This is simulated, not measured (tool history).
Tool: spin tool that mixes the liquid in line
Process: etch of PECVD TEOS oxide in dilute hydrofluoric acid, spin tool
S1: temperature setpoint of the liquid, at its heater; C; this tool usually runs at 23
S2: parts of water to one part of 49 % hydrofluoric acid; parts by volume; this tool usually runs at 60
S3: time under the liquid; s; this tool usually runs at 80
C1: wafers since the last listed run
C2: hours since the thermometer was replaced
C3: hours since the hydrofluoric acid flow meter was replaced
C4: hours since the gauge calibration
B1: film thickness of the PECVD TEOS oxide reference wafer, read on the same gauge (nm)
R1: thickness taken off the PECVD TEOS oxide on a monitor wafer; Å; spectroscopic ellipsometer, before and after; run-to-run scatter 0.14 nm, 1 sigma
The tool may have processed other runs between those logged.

| run | hour | S1 | S2 | S3 | C1 | C2 | C3 | C4 | B1 | R1 |
|---|---|---|---|---|---|---|---|---|---|---|
| 1 | 0 | 23 | 80 | 40 | 0 | 869.3 | 79.5 | 569.6 | 99.99 | 80.3 |
| 2 | 38.9 | 23 | 60 | 80 | 496 | 908.2 | 118.4 | 608.5 | 99.98 | 218.7 |
| 3 | 101.4 | 23 | 60 | 80 | 797 | 970.7 | 180.9 | 671 | 99.98 | 220.9 |
| 4 | 149.4 | 23 | 60 | 80 | 612 | 1018.7 | 228.9 | 719 | 99.97 | 218.8 |
| 5 | 204.2 | 23 | 60 | 80 | 699 | 1073.5 | 283.7 | 773.8 | 100.04 | 220.6 |
| 6 | 248.4 | 23 | 60 | 80 | 564 | 1117.7 | 327.9 | 818 | 100.01 | 220.3 |
| 7 | 318.3 | 23 | 60 | 105 | 892 | 1187.6 | 397.8 | 887.9 | 99.93 | 285.7 |
| 8 | 417.5 | 23 | 60 | 80 | 1266 | 1286.8 | 497 | 987.1 | 99.99 | 219.9 |
| 9 | 502.5 | 23 | 60 | 80 | 1085 | 1371.8 | 582 | 1072.1 | 99.98 | 221.3 |
| 10 | 559.8 | 23 | 60 | 80 | 731 | 1429.1 | 639.3 | 1129.4 | 100.01 | 221.2 |
| 11 | 607.7 | 23 | 50 | 80 | 611 | 1477 | 687.2 | 1177.3 | 99.99 | 266.9 |
| 12 | 654.1 | 23 | 50 | 80 | 592 | 1523.4 | 733.6 | 1223.7 | 100.05 | 269.1 |
| 13 | 711.1 | 23 | 40 | 80 | 727 | 1580.4 | 790.6 | 1280.7 | 100.02 | 341.4 |
| 14 | 949.1 | 19.5 | 60 | 80 | 3038 | 1818.4 | 1028.6 | 1518.7 | 100.05 | 190.7 |
| 15 | 1017.7 | 23 | 60 | 80 | 875 | 1887 | 1097.2 | 1587.3 | 100.04 | 224.3 |
| 16 | 1109.2 | 26.5 | 85 | 130 | 1168 | 1978.5 | 1188.7 | 1678.8 | 100.01 | 283.6 |
|  | 1166.7 | thermometer replaced |
| 17 | 1202.8 | 20.5 | 50 | 35 | 1182 | 36.1 | 1282.3 | 1772.4 | 100.01 | 103.9 |
|  | 1280.8 | hydrofluoric acid flow meter replaced |
|  | 1430.4 | gauge calibrated |
| 18 | 1524.4 | 23 | 60 | 110 | 4093 | 357.7 | 243.6 | 94 | 100 | 297.8 |
| 19 | 1621 | 23 | 45 | 120 | 1233 | 454.3 | 340.2 | 190.6 | 99.97 | 444.4 |
| 20 | 1711.8 | 25 | 60 | 80 | 1159 | 545.1 | 431 | 281.4 | 99.99 | 237.2 |
| 21 | 1806.9 | 23 | 60 | 80 | 1214 | 640.2 | 526.1 | 376.5 | 99.97 | 215.6 |
| 22 | 1862.2 | 23 | 35 | 80 | 706 | 695.5 | 581.4 | 431.8 | 99.99 | 383.3 |
| 23 | 1907.9 | 26 | 35 | 100 | 583 | 741.2 | 627.1 | 477.5 | 99.98 | 548.2 |
| 24 | 1946.3 | 20.5 | 45 | 80 | 490 | 779.6 | 665.5 | 515.9 | 100.02 | 266.4 |
| 25 | 1997.2 | 23 | 60 | 80 | 649 | 830.5 | 716.4 | 566.8 | 100.03 | 215.5 |
| 26 | 2064.6 | 21 | 40 | 60 | 860 | 897.9 | 783.8 | 634.2 | 99.98 | 232.2 |
| 27 | 2101.2 | 26 | 60 | 80 | 467 | 934.5 | 820.4 | 670.8 | 100.04 | 248.3 |
| 28 | 2163.4 | 27.5 | 60 | 80 | 794 | 996.7 | 882.6 | 733 | 100.01 | 263.2 |

4 options for the next run, each taken on its own from the tool as it stands now. Forecast them:
| A | 2163.8 | 23 | 60 | 80 | 5 | 997.1 | 883 | 733.4 | ? | ? |
| B | 2163.8 | 26 | 40 | 95 | 5 | 997.1 | 883 | 733.4 | ? | ? |
| C | 2163.8 | 20.5 | 60 | 50 | 5 | 997.1 | 883 | 733.4 | ? | ? |
| D | 2163.8 | 23 | 75 | 100 | 5 | 997.1 | 883 | 733.4 | ? | ? |

| run | B1 | R1 |
|---|---|---|
| A | 100.04 | 219.9 |
| B | 100.04 | 454.9 |
| C | 100.04 | 123.9 |
| D | 100.04 | 215.7 |
Without the tool's unlogged condition, the same runs would have read:
| run | R1 |
|---|---|
| A | 216.4 |
| B | 447.7 |
| C | 121.9 |
| D | 212.3 |

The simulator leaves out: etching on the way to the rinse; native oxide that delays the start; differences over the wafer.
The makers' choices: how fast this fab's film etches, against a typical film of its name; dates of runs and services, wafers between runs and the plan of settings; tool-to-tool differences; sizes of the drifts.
